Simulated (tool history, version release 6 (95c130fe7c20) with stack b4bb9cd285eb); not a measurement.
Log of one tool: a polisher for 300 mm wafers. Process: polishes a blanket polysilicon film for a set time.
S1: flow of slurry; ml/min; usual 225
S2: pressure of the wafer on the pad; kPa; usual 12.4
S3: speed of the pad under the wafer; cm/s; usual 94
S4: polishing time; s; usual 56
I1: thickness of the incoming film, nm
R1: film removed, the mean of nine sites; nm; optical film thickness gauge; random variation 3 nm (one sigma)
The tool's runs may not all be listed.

run,hour,S1,S2,S3,S4,I1,R1
1,0,270,12.4,94,56,1085.6,234.5
# hour 28.5: worn pad replaced by a new one
2,51.4,270,12.4,94,56,1073.6,244.7
3,95.3,225,12.4,94,56,1071.5,237
4,165.3,225,12.4,94,56,1054.1,242.1
5,204,225,12.4,94,56,1061.9,229.3
6,273.8,225,12.4,94,56,1072.6,236.5
# hour 317.8: head pressure recalibrated
7,343.7,225,12.4,94,56,1069.4,227.3
8,376.5,225,12.4,94,56,1070.1,232.2
# hour 402.7: worn pad replaced by a new one, of another model than before
9,403.2,225,12.4,94,56,1051.4,244.6
10,449.5,225,9.7,94,56,1067.4,209.3
11,483.5,225,14.5,94,56,1061.4,260.6
12,522.2,225,12.4,114,56,1061.3,272.5
# hour 535: slurry nozzle cleaned
13,559.2,225,12.4,114,56,1062.9,262.3
14,613.9,265,12.4,94,56,1052.3,239.9
15,672.9,225,11,94,56,1059.5,215.6
16,700.3,185,12.4,94,56,1058.3,227.1
17,754.7,285,9,120,42,1085.5,176.6
18,787.9,225,12.4,78,56,1066.7,204.2
# hour 816: worn pad replaced by a new one
19,833.7,225,15.2,94,56,1080.4,269.5
20,886.2,225,12.4,94,56,1060.9,237
# hour 930.8: head pressure recalibrated
21,950.1,225,12.4,94,56,1072.5,234.3
22,979.9,270,11,94,56,1087.4,224.8
# hour 1030.1: slurry nozzle cleaned
23,1038.5,225,12.4,94,43,1072.6,176.6
24,1066.8,225,12.4,76,62,1072.4,224.3
25,1094.1,225,10.3,94,56,1055.4,207.9
26,1143.7,225,12.4,94,56,1061.1,233.2
27,1169.4,175,9,94,63,1067.5,211.3
# hour 1183.5: worn pad replaced by a new one
28,1212.4,280,12.4,94,56,1065.4,241
29,1258.3,225,12.4,78,67,1076.4,254.6
30,1323.8,225,12.4,94,56,1070.5,234.7
31,1376.3,225,11,94,75,1075.1,292.9
# hour 1507.6: slurry nozzle cleaned
32,1508.1,270,12.4,68,39,1090.5,135.1
33,1566.2,225,12.4,94,63,1053.5,254.2
34,1591.6,225,12.4,84,56,1088.9,219.7
# hour 1594.8: head pressure recalibrated
# hour 1598.9: worn pad replaced by a new one
35,1647.2,180,12.4,110,56,1069.8,259.5
36,1707.3,225,12.4,94,56,1086.7,237.3

Forecast each of these 5 alternatives for the next run:
A,1707.7,160,12.4,94,56,1074.9,?
B,1707.7,165,11,94,56,1074.9,?
C,1707.7,290,12.4,66,56,1074.9,?
D,1707.7,170,12.4,94,38,1074.9,?
E,1707.7,225,9,94,69,1074.9,?

run,R1
A,225.8
B,213.1
C,195.9
D,154.3
E,246.1
Without the tool's hidden state the same runs would have given:
run,R1
A,234.1
B,221
C,203.1
D,160.1
E,255.2
